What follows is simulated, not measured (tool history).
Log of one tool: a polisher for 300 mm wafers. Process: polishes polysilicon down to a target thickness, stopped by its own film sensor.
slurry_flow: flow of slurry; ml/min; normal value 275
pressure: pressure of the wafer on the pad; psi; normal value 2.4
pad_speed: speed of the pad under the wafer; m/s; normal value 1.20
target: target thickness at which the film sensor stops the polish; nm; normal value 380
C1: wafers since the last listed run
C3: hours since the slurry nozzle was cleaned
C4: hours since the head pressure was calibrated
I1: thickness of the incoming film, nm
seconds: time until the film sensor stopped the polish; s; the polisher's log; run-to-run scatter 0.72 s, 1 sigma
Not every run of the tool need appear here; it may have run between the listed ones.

Run 1, hour 0.0: usual settings; C1 0; wafers polished on this pad 1540; C3 473.8; C4 763.6; I1 818.5. Result: seconds 44.9 s.
Run 2, hour 8.7: usual settings; C1 140; wafers polished on this pad 1680; C3 482.5; C4 772.3; I1 836.6. Result: seconds 45.6 s.
Run 3, hour 18.8: usual settings; C1 162; wafers polished on this pad 1842; C3 492.6; C4 782.4; I1 828.5. Result: seconds 46.3 s.
Run 4, hour 29.6: usual settings; C1 173; wafers polished on this pad 2016; C3 503.4; C4 793.2; I1 818.4. Result: seconds 44.1 s.
At hour 36.2: worn pad replaced by a new one.
Run 5, hour 37.3: usual settings; C1 59; wafers polished on this pad 18; C3 511.1; C4 800.9; I1 829.1. Result: seconds 46.5 s.
Run 6, hour 50.7: usual settings but slurry_flow 350 ml/min; C1 215; wafers polished on this pad 234; C3 524.5; C4 814.3; I1 828.8. Result: seconds 43.8 s.
Run 7, hour 57.7: usual settings but pad_speed 1.48 m/s, target 502 nm; C1 112; wafers polished on this pad 346; C3 531.5; C4 821.3; I1 825.4. Result: seconds 26.7 s.
Run 8, hour 69.6: usual settings but pad_speed 1.48 m/s, target 502 nm; C1 191; wafers polished on this pad 538; C3 543.4; C4 833.2; I1 829.3. Result: seconds 27.2 s.
Run 9, hour 79.5: usual settings but pad_speed 1.48 m/s, target 502 nm; C1 159; wafers polished on this pad 697; C3 553.3; C4 843.1; I1 835.7. Result: seconds 27.7 s.
Run 10, hour 103.0: usual settings; C1 378; wafers polished on this pad 1075; C3 576.8; C4 866.6; I1 826.7. Result: seconds 47.4 s.
Run 11, hour 119.2: usual settings; C1 260; wafers polished on this pad 1336; C3 593.0; C4 882.8; I1 846.0. Result: seconds 48.1 s.
Run 12, hour 132.7: usual settings but target 331 nm; C1 217; wafers polished on this pad 1554; C3 606.5; C4 896.3; I1 835.2. Result: seconds 52.4 s.
Run 13, hour 148.0: usual settings but target 331 nm; C1 246; wafers polished on this pad 1800; C3 621.8; C4 911.6; I1 837.1. Result: seconds 52.4 s.
Run 14, hour 162.7: usual settings; C1 236; wafers polished on this pad 2036; C3 636.5; C4 926.3; I1 826.1. Result: seconds 46.6 s.
At hour 172.9: worn pad replaced by a new one.
Run 15, hour 178.6: usual settings but slurry_flow 210 ml/min, pressure 2.8 psi, pad_speed 1.34 m/s, target 482 nm; C1 191; wafers polished on this pad 92; C3 652.4; C4 942.2; I1 840.6. Result: seconds 29.8 s.
Run 16, hour 185.4: usual settings but slurry_flow 195 ml/min, pressure 1.6 psi, pad_speed 1.62 m/s, target 338 nm; C1 109; wafers polished on this pad 201; C3 659.2; C4 949.0; I1 827.4. Result: seconds 58.5 s.
Run 17, hour 199.5: usual settings but slurry_flow 235 ml/min, pad_speed 1.54 m/s, target 255 nm; C1 226; wafers polished on this pad 428; C3 673.3; C4 963.1; I1 839.5. Result: seconds 47.8 s.
Run 18, hour 208.1: usual settings but slurry_flow 200 ml/min, pressure 1.7 psi, target 451 nm; C1 138; wafers polished on this pad 567; C3 681.9; C4 971.7; I1 818.8. Result: seconds 56.6 s.
Run 19, hour 216.6: usual settings but slurry_flow 365 ml/min, pressure 2.6 psi, pad_speed 1.50 m/s, target 498 nm; C1 136; wafers polished on this pad 703; C3 690.4; C4 980.2; I1 833.5. Result: seconds 24.5 s.
Run 20, hour 226.8: usual settings; C1 164; wafers polished on this pad 868; C3 700.6; C4 990.4; I1 819.2. Result: seconds 43.4 s.
Run 21, hour 235.7: usual settings but pressure 2.0 psi, target 321 nm; C1 143; wafers polished on this pad 1011; C3 709.5; C4 999.3; I1 838.1. Result: seconds 63.6 s.
Run 22, hour 242.8: usual settings but pressure 3.0 psi, pad_speed 1.48 m/s; C1 114; wafers polished on this pad 1125; C3 716.6; C4 1006.4; I1 843.8. Result: seconds 30.7 s.
Run 23, hour 250.8: usual settings; C1 128; wafers polished on this pad 1254; C3 724.6; C4 1014.4; I1 828.9. Result: seconds 46.6 s.
Run 24, hour 259.3: usual settings but slurry_flow 325 ml/min; C1 136; wafers polished on this pad 1391; C3 733.1; C4 1022.9; I1 839.8. Result: seconds 46.8 s.
Run 25, hour 269.5: usual settings but pad_speed 0.84 m/s; C1 164; wafers polished on this pad 1555; C3 743.3; C4 1033.1; I1 821.0. Result: seconds 64.6 s.
At hour 282.5: head pressure recalibrated.
Run 26, hour 283.0: usual settings but slurry_flow 305 ml/min, pressure 1.7 psi, pad_speed 1.08 m/s, target 454 nm; C1 185; wafers polished on this pad 1740; C3 756.8; C4 0.5; I1 833.2. Result: seconds 60.7 s.
Run 27, hour 288.1: usual settings but slurry_flow 310 ml/min, pad_speed 1.00 m/s; C1 82; wafers polished on this pad 1822; C3 761.9; C4 5.6; I1 834.9. Result: seconds 57.5 s.
Run 28, hour 301.2: usual settings but slurry_flow 225 ml/min, pressure 1.6 psi, target 508 nm; C1 210; wafers polished on this pad 2033; C3 775.0; C4 18.7; I1 824.7. Result: seconds 51.1 s.
At hour 302.8: slurry nozzle cleaned.
At hour 310.5: worn pad replaced by a new one.
Run 29, hour 314.6: usual settings but slurry_flow 225 ml/min, target 245 nm; C1 135; wafers polished on this pad 65; C3 11.8; C4 32.1; I1 830.9. Result: seconds 57.1 s.
Run 30, hour 328.6: usual settings; C1 225; wafers polished on this pad 291; C3 25.8; C4 46.1; I1 821.7. Result: seconds 43.2 s.
Run 31, hour 341.2: usual settings but slurry_flow 315 ml/min, pressure 1.8 psi, pad_speed 0.82 m/s, target 244 nm; C1 202; wafers polished on this pad 494; C3 38.4; C4 58.7; I1 828.3. Result: seconds 110.6 s.
Run 32, hour 351.0: usual settings; C1 157; wafers polished on this pad 651; C3 48.2; C4 68.5; I1 829.2. Result: seconds 43.4 s.
Run 33, hour 368.3: usual settings but pressure 3.1 psi, target 488 nm; C1 278; wafers polished on this pad 930; C3 65.5; C4 85.8; I1 825.1. Result: seconds 25.1 s.
Run 34, hour 384.1: usual settings but pad_speed 0.82 m/s, target 423 nm; C1 254; wafers polished on this pad 1184; C3 81.3; C4 101.6; I1 830.1. Result: seconds 59.2 s.
Run 35, hour 431.0: usual settings but slurry_flow 310 ml/min, pressure 2.8 psi, target 454 nm; C1 754; wafers polished on this pad 1939; C3 128.2; C4 148.5; I1 833.4. Result: seconds 32.0 s.
At hour 439.9: worn pad replaced by a new one.
Run 36, hour 484.8: usual settings but slurry_flow 365 ml/min, pressure 2.6 psi, pad_speed 1.50 m/s, target 498 nm; C1 801; wafers polished on this pad 722; C3 182.0; C4 202.3; I1 826.3. Result: seconds 23.6 s.
Run 37, hour 491.2: usual settings but slurry_flow 230 ml/min, pressure 2.9 psi; C1 103; wafers polished on this pad 825; C3 188.4; C4 208.7; I1 833.3. Result: seconds 37.8 s.
Run 38, hour 498.8: usual settings but slurry_flow 225 ml/min, target 260 nm; C1 122; wafers polished on this pad 947; C3 196.0; C4 216.3; I1 839.4. Result: seconds 59.6 s.

Pick out some run-to-run changes in seconds. Of each, how much would a tool without hidden state show as well, from the settings, what came in and chance, and how much is left for the hidden state and any gauge scatter not in both results compared?
The hidden state here: removal rate lost through wear of the pad, %; slurry flow missing at the pad, %; deviation of the head's pressure from its setpoint, %.
Run 15 -> 16: slurry_flow 210 -> 195, pressure 2.8 -> 1.6, pad_speed 1.34 -> 1.62, target 482 -> 338. seconds +28.7 s: hidden state +3.1, all else +25.6.
Run 18 -> 19: slurry_flow 200 -> 365, pressure 1.7 -> 2.6, pad_speed 1.20 -> 1.50, target 451 -> 498. seconds -32.1 s: hidden state -4.3, all else -27.8.
Run 28 -> 29: pressure 1.6 -> 2.4, target 508 -> 245, slurry nozzle cleaned, worn pad replaced by a new one. seconds +6.0 s: hidden state -3.9, all else +9.9.
Run 30 -> 31: slurry_flow 275 -> 315, pressure 2.4 -> 1.8, pad_speed 1.20 -> 0.82, target 380 -> 244. seconds +67.4 s: hidden state +1.1, all else +66.3.
Run 31 -> 32: slurry_flow 315 -> 275, pressure 1.8 -> 2.4, pad_speed 0.82 -> 1.20, target 244 -> 380. seconds -67.2 s: hidden state -0.9, all else -66.3.
Run 33 -> 34: pressure 3.1 -> 2.4, pad_speed 1.20 -> 0.82, target 488 -> 423. seconds +34.1 s: hidden state +1.1, all else +33.0.
